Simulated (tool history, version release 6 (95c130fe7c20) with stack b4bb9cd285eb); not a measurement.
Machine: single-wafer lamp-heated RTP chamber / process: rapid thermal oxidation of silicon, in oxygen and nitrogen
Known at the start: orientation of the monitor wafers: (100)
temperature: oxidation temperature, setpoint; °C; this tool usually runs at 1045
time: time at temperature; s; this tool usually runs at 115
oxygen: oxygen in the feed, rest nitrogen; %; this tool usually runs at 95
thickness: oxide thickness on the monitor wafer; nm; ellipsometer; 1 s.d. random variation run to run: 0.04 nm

run    hour  temperature  time  oxygen  read-back reference wafer on the same gauge, thickness  thickness
  1     0.0         1045   115      95                                                  11.897     11.957
  2    43.9         1045   115      95                                                  11.896     11.955
  3   101.6         1067   115      95                                                  11.897     13.397
  4   141.0         1045    72      95                                                  11.903      9.363
  5   209.6         1045   115      95                                                  11.905     11.659
  6   238.2         1045   115      95                                                  11.896     11.778
  7   266.3         1045   115      81                                                  11.898     11.052
  8   290.8         1045   115      95                                                  11.903     11.709
  9   322.5         1045   115      95                                                  11.903     11.767
 10   366.8         1045   115      95                                                  11.900     11.852
 11   430.4         1030   115      95                                                  11.908     10.627
 12   473.5         1030   115      95                                                  11.899     10.677
 13   628.3         1030   115      95                                                  11.900     10.793
 14   687.7         1045   115      95                                                  11.895     11.966
 15   740.0         1045   115      95                                                  11.898     11.915
 16   794.8         1058   129      95                                                  11.904     13.775
 17   830.3         1045    74      95                                                  11.902      9.756
 18   901.8         1045    62      95                                                  11.906      9.015
 19   962.6         1045   135      82                                                  11.905     12.226
 20  1002.0         1018   115      95                                                  11.901      9.810
 21  1054.6         1045   115      95                                                  11.894     12.019
 22  1102.3         1070    62      95                                                  11.903     10.697
 23  1129.9         1045   164      95                                                  11.895     13.645
 24  1160.4         1045   115      84                                                  11.896     11.041
 25  1231.8         1045   115      77                                                  11.898     10.776
 26  1264.2         1019   141      98                                                  11.901     10.841
 27  1319.2         1061   170      95                                                  11.901     15.768
 28  1385.6         1056   167      95                                                  11.906     15.099
 29  1417.3         1058   154      95                                                  11.901     14.745
 30  1466.9         1045   115      95                                                  11.897     11.794
 31  1496.1         1045   115      95                                                  11.897     11.843
 32  1528.7         1045   163      98                                                  11.899     14.122
 33  1579.1         1045   115      95                                                  11.892     11.845
 34  1642.9         1054   150      98                                                  11.901     14.489
 35  1714.8         1054   101      95                                                  11.898     11.943
 36  1745.4         1045   115      95                                                  11.895     11.902
 37  1789.5         1045   136      95                                                  11.902     12.855

Missing from the log above: 4 entries noted between runs. For each, name the pair of listed runs it sits between and say how the tool's hidden condition differs from the listed run just before to the listed run just after:
Between runs 2 and 3: pyrometer window cleaned and pyrometer calibrated (hour 101.1)
  true wafer temperature minus pyrometer reading, K: 5.84 -> 0.325
  difference, measured minus the result without the unlogged condition, thickness: +0.475 -> +0.029 nm
Between runs 19 and 20: oxygen flow controller replaced (hour 975.9)
  true wafer temperature minus pyrometer reading, K: 5.75 -> 5.79
  difference, measured minus the result without the unlogged condition, thickness: +0.479 -> +0.403 nm
Between runs 21 and 22: gauge calibrated (hour 1065.6)
  true wafer temperature minus pyrometer reading, K: 5.85 -> 5.89
  difference, measured minus the result without the unlogged condition, thickness: +0.479 -> +0.409 nm
Between runs 22 and 23: pyrometer window cleaned and pyrometer calibrated (hour 1129.4)
  true wafer temperature minus pyrometer reading, K: 5.89 -> 0.202
  difference, measured minus the result without the unlogged condition, thickness: +0.409 -> +0.020 nm

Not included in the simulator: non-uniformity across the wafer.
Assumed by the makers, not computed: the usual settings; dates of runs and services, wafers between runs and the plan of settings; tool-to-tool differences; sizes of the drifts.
